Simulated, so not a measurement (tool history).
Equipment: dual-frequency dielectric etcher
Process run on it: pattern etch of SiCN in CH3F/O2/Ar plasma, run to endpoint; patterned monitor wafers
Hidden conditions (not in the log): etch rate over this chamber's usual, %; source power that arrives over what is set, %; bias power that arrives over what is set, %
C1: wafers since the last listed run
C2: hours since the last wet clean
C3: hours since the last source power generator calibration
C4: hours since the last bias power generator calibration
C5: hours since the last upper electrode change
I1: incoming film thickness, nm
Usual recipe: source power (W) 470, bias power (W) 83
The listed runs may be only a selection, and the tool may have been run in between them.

run 1 hour=0.0 | source_power_(W)=550 bias_power_(W)=83 | C1=0 C2=58.0 C3=2599.0 C4=3148.4 C5=5229.3 | I1=7.41 | endpoint_time_(s)=16.3
run 2 hour=15.1 | source_power_(W)=400 bias_power_(W)=90 | C1=282 C2=73.1 C3=2614.1 C4=3163.5 C5=5244.4 | I1=7.49 | endpoint_time_(s)=19.1
run 3 hour=38.3 | source_power_(W)=410 bias_power_(W)=75 | C1=433 C2=96.3 C3=2637.3 C4=3186.7 C5=5267.6 | I1=7.52 | endpoint_time_(s)=20.7
run 4 hour=55.8 | source_power_(W)=510 bias_power_(W)=83 | C1=326 C2=113.8 C3=2654.8 C4=3204.2 C5=5285.1 | I1=7.52 | endpoint_time_(s)=17.2
run 5 hour=68.6 | source_power_(W)=470 bias_power_(W)=70 | C1=239 C2=126.6 C3=2667.6 C4=3217.0 C5=5297.9 | I1=7.52 | endpoint_time_(s)=19.6
run 6 hour=166.1 | source_power_(W)=470 bias_power_(W)=70 | C1=1821 C2=224.1 C3=2765.1 C4=3314.5 C5=5395.4 | I1=7.50 | endpoint_time_(s)=19.6
run 7 hour=191.4 | source_power_(W)=470 bias_power_(W)=70 | C1=472 C2=249.4 C3=2790.4 C4=3339.8 C5=5420.7 | I1=7.49 | endpoint_time_(s)=19.5
run 8 hour=206.2 | source_power_(W)=520 bias_power_(W)=70 | C1=276 C2=264.2 C3=2805.2 C4=3354.6 C5=5435.5 | I1=7.58 | endpoint_time_(s)=18.6
run 9 hour=236.2 | source_power_(W)=470 bias_power_(W)=83 | C1=560 C2=294.2 C3=2835.2 C4=3384.6 C5=5465.5 | I1=7.48 | endpoint_time_(s)=17.8
run 10 hour=256.7 | source_power_(W)=470 bias_power_(W)=83 | C1=382 C2=314.7 C3=2855.7 C4=3405.1 C5=5486.0 | I1=7.50 | endpoint_time_(s)=18.0
run 11 hour=276.1 | source_power_(W)=470 bias_power_(W)=83 | C1=362 C2=334.1 C3=2875.1 C4=3424.5 C5=5505.4 | I1=7.55 | endpoint_time_(s)=18.0
-- hour=313.9 upper electrode replaced
run 12 hour=314.4 | source_power_(W)=570 bias_power_(W)=68 | C1=267 C2=372.4 C3=2913.4 C4=3462.8 C5=0.5 | I1=7.60 | endpoint_time_(s)=17.9
-- hour=336.2 source power generator calibrated
run 13 hour=336.7 | source_power_(W)=580 bias_power_(W)=94 | C1=341 C2=394.7 C3=0.5 C4=3485.1 C5=22.8 | I1=7.53 | endpoint_time_(s)=15.2
run 14 hour=346.6 | source_power_(W)=580 bias_power_(W)=64 | C1=184 C2=404.6 C3=10.4 C4=3495.0 C5=32.7 | I1=7.46 | endpoint_time_(s)=18.2
-- hour=351.0 bias power generator calibrated
run 15 hour=376.5 | source_power_(W)=580 bias_power_(W)=70 | C1=483 C2=434.5 C3=40.3 C4=25.5 C5=62.6 | I1=7.54 | endpoint_time_(s)=17.6
run 16 hour=407.1 | source_power_(W)=470 bias_power_(W)=83 | C1=571 C2=465.1 C3=70.9 C4=56.1 C5=93.2 | I1=7.48 | endpoint_time_(s)=18.0
run 17 hour=422.1 | source_power_(W)=550 bias_power_(W)=68 | C1=280 C2=480.1 C3=85.9 C4=71.1 C5=108.2 | I1=7.57 | endpoint_time_(s)=18.5
run 18 hour=446.5 | source_power_(W)=580 bias_power_(W)=97 | C1=455 C2=504.5 C3=110.3 C4=95.5 C5=132.6 | I1=7.41 | endpoint_time_(s)=14.7
-- hour=471.3 wet clean of the chamber
run 19 hour=471.8 | source_power_(W)=470 bias_power_(W)=83 | C1=24 C2=0.5 C3=135.6 C4=120.8 C5=157.9 | I1=7.46 | endpoint_time_(s)=18.3
run 20 hour=492.5 | source_power_(W)=520 bias_power_(W)=83 | C1=386 C2=21.2 C3=156.3 C4=141.5 C5=178.6 | I1=7.53 | endpoint_time_(s)=17.5
run 21 hour=522.1 | source_power_(W)=400 bias_power_(W)=90 | C1=552 C2=50.8 C3=185.9 C4=171.1 C5=208.2 | I1=7.45 | endpoint_time_(s)=19.3
run 22 hour=539.9 | source_power_(W)=470 bias_power_(W)=93 | C1=332 C2=68.6 C3=203.7 C4=188.9 C5=226.0 | I1=7.54 | endpoint_time_(s)=17.3
run 23 hour=643.7 | source_power_(W)=520 bias_power_(W)=95 | C1=1938 C2=172.4 C3=307.5 C4=292.7 C5=329.8 | I1=7.49 | endpoint_time_(s)=16.0
run 24 hour=697.9 | source_power_(W)=520 bias_power_(W)=103 | C1=1012 C2=226.6 C3=361.7 C4=346.9 C5=384.0 | I1=7.48 | endpoint_time_(s)=15.2
run 25 hour=732.2 | source_power_(W)=470 bias_power_(W)=83 | C1=640 C2=260.9 C3=396.0 C4=381.2 C5=418.3 | I1=7.52 | endpoint_time_(s)=18.1
run 26 hour=745.0 | source_power_(W)=410 bias_power_(W)=67 | C1=239 C2=273.7 C3=408.8 C4=394.0 C5=431.1 | I1=7.53 | endpoint_time_(s)=22.2
run 27 hour=785.5 | source_power_(W)=370 bias_power_(W)=83 | C1=756 C2=314.2 C3=449.3 C4=434.5 C5=471.6 | I1=7.46 | endpoint_time_(s)=20.9
run 28 hour=804.5 | source_power_(W)=400 bias_power_(W)=90 | C1=354 C2=333.2 C3=468.3 C4=453.5 C5=490.6 | I1=7.49 | endpoint_time_(s)=19.1
run 29 hour=871.2 | source_power_(W)=520 bias_power_(W)=102 | C1=1245 C2=399.9 C3=535.0 C4=520.2 C5=557.3 | I1=7.47 | endpoint_time_(s)=15.2
run 30 hour=886.5 | source_power_(W)=470 bias_power_(W)=89 | C1=285 C2=415.2 C3=550.3 C4=535.5 C5=572.6 | I1=7.46 | endpoint_time_(s)=17.2
run 31 hour=907.7 | source_power_(W)=470 bias_power_(W)=63 | C1=396 C2=436.4 C3=571.5 C4=556.7 C5=593.8 | I1=7.48 | endpoint_time_(s)=20.8
run 32 hour=935.1 | source_power_(W)=410 bias_power_(W)=101 | C1=511 C2=463.8 C3=598.9 C4=584.1 C5=621.2 | I1=7.55 | endpoint_time_(s)=17.8
-- hour=967.5 wet clean of the chamber
run 33 hour=968.0 | source_power_(W)=410 bias_power_(W)=103 | C1=166 C2=0.5 C3=631.8 C4=617.0 C5=654.1 | I1=7.42 | endpoint_time_(s)=17.6
run 34 hour=992.3 | source_power_(W)=500 bias_power_(W)=83 | C1=453 C2=24.8 C3=656.1 C4=641.3 C5=678.4 | I1=7.46 | endpoint_time_(s)=17.4
run 35 hour=1014.2 | source_power_(W)=520 bias_power_(W)=75 | C1=409 C2=46.7 C3=678.0 C4=663.2 C5=700.3 | I1=7.51 | endpoint_time_(s)=18.0

For each run, the measured value with the value that run would have given without the tool's hidden condition subtracted. The run-to-run variation is shared by both, the gauge scatter possibly not:
run=1 endpoint_time_(s)=-0.5
run=2 endpoint_time_(s)=-0.6
run=3 endpoint_time_(s)=-0.6
run=4 endpoint_time_(s)=-0.5
run=5 endpoint_time_(s)=-0.7
run=6 endpoint_time_(s)=-0.7
run=7 endpoint_time_(s)=-0.8
run=8 endpoint_time_(s)=-0.7
run=9 endpoint_time_(s)=-0.7
run=10 endpoint_time_(s)=-0.7
run=11 endpoint_time_(s)=-0.7
run=12 endpoint_time_(s)=-0.7
run=13 endpoint_time_(s)=-0.4
run=14 endpoint_time_(s)=-0.4
run=15 endpoint_time_(s)=-0.5
run=16 endpoint_time_(s)=-0.4
run=17 endpoint_time_(s)=-0.5
run=18 endpoint_time_(s)=-0.4
run=19 endpoint_time_(s)=-0.2
run=20 endpoint_time_(s)=-0.2
run=21 endpoint_time_(s)=-0.2
run=22 endpoint_time_(s)=-0.2
run=23 endpoint_time_(s)=-0.3
run=24 endpoint_time_(s)=-0.4
run=25 endpoint_time_(s)=-0.5
run=26 endpoint_time_(s)=-0.6
run=27 endpoint_time_(s)=-0.6
run=28 endpoint_time_(s)=-0.6
run=29 endpoint_time_(s)=-0.4
run=30 endpoint_time_(s)=-0.5
run=31 endpoint_time_(s)=-0.7
run=32 endpoint_time_(s)=-0.7
run=33 endpoint_time_(s)=-0.4
run=34 endpoint_time_(s)=-0.4
run=35 endpoint_time_(s)=-0.4
